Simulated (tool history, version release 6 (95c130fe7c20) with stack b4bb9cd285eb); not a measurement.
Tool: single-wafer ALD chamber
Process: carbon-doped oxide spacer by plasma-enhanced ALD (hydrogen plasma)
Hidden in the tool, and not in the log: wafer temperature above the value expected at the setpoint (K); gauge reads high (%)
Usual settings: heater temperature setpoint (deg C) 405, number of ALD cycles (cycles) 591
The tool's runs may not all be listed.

run,hour,heater temperature setpoint (deg C),number of ALD cycles (cycles),wafers since the last listed run,hours since the last thermocouple change,hours since the gauge calibration,"read-back reference wafer on the same gauge, thickness_nm",mean film thickness on the monitor wafer (angstrom)
1,0.0,405,560,0,1803.2,203.7,35.599,290.32
2,6.8,405,560,3,1810.0,210.5,35.586,289.90
3,14.1,405,560,3,1817.3,217.8,35.618,290.42
4,20.4,413,591,3,1823.6,224.1,35.571,298.90
5,27.7,405,591,3,1830.9,231.4,35.596,305.48
6,41.8,405,591,7,1845.0,245.5,35.597,306.94
7,52.2,405,591,5,1855.4,255.9,35.631,306.44
8,58.4,415,591,3,1861.6,262.1,35.554,298.28
9,68.9,415,591,5,1872.1,272.6,35.599,297.55
10,83.6,415,591,7,1886.8,287.3,35.604,298.74
11,125.4,410,591,21,1928.6,329.1,35.569,301.60
12,134.6,405,591,4,1937.8,338.3,35.609,307.26
13,149.5,405,591,7,1952.7,353.2,35.566,306.31
14,159.5,405,591,5,1962.7,363.2,35.603,306.75
15,175.4,405,591,8,1978.6,379.1,35.593,306.02
16,192.4,400,516,8,1995.6,396.1,35.599,271.20
17,201.1,400,516,4,2004.3,404.8,35.576,270.20
18,207.8,402,591,3,2011.0,411.5,35.598,309.41
19,220.9,402,591,6,2024.1,424.6,35.574,308.89
20,233.3,402,591,6,2036.5,437.0,35.615,309.35
21,250.8,401,591,9,2054.0,454.5,35.615,308.13
22,274.0,405,591,12,2077.2,477.7,35.625,304.79
23,284.8,405,591,5,2088.0,488.5,35.604,305.74
# hour 299.7: thermocouple changed; heater temperature recalibrated
24,300.2,400,518,3,0.5,503.9,35.600,270.98
25,314.4,405,536,7,14.7,518.1,35.587,276.74
26,324.1,402,591,5,24.4,527.8,35.575,308.95
27,335.0,395,508,5,35.3,538.7,35.593,267.39
28,342.9,405,591,4,43.2,546.6,35.593,306.84
# hour 352.6: gauge calibrated
29,356.8,401,540,7,57.1,4.2,35.619,282.15
30,363.2,395,672,3,63.5,10.6,35.578,353.37
31,387.8,397,529,12,88.1,35.2,35.598,278.52
32,398.5,405,591,5,98.8,45.9,35.629,305.69
33,409.3,398,511,5,109.6,56.7,35.586,268.42
34,420.0,405,704,5,120.3,67.4,35.628,364.10
35,433.3,405,591,6,133.6,80.7,35.601,304.98
36,444.7,419,544,5,145.0,92.1,35.593,272.27
37,462.1,392,628,9,162.4,109.5,35.586,330.23
38,469.5,399,696,3,169.8,116.9,35.593,365.49
39,479.9,395,508,5,180.2,127.3,35.588,266.91
40,487.5,398,708,3,187.8,134.9,35.609,372.82
41,502.4,405,591,7,202.7,149.8,35.609,305.71
42,512.0,405,591,5,212.3,159.4,35.616,307.40
43,528.2,393,591,8,228.5,175.6,35.584,310.44
44,545.2,396,621,8,245.5,192.6,35.595,327.42
45,556.6,398,505,5,256.9,204.0,35.606,265.72
46,563.9,405,559,3,264.2,211.3,35.606,289.66

3 ways to go on from here, each from the tool as it stands after run 46. What would each give?
A,565.2,399,591,0,265.5,212.6,?,?
B,565.2,414,553,0,265.5,212.6,?,?
C,565.2,394,517,0,265.5,212.6,?,?

run,"read-back reference wafer on the same gauge, thickness_nm",mean film thickness on the monitor wafer (angstrom)
A,35.579,310.89
B,35.579,279.62
C,35.579,271.96
Without the tool's hidden state the same runs would have given:
run,mean film thickness on the monitor wafer (angstrom)
A,310.89
B,279.62
C,271.96

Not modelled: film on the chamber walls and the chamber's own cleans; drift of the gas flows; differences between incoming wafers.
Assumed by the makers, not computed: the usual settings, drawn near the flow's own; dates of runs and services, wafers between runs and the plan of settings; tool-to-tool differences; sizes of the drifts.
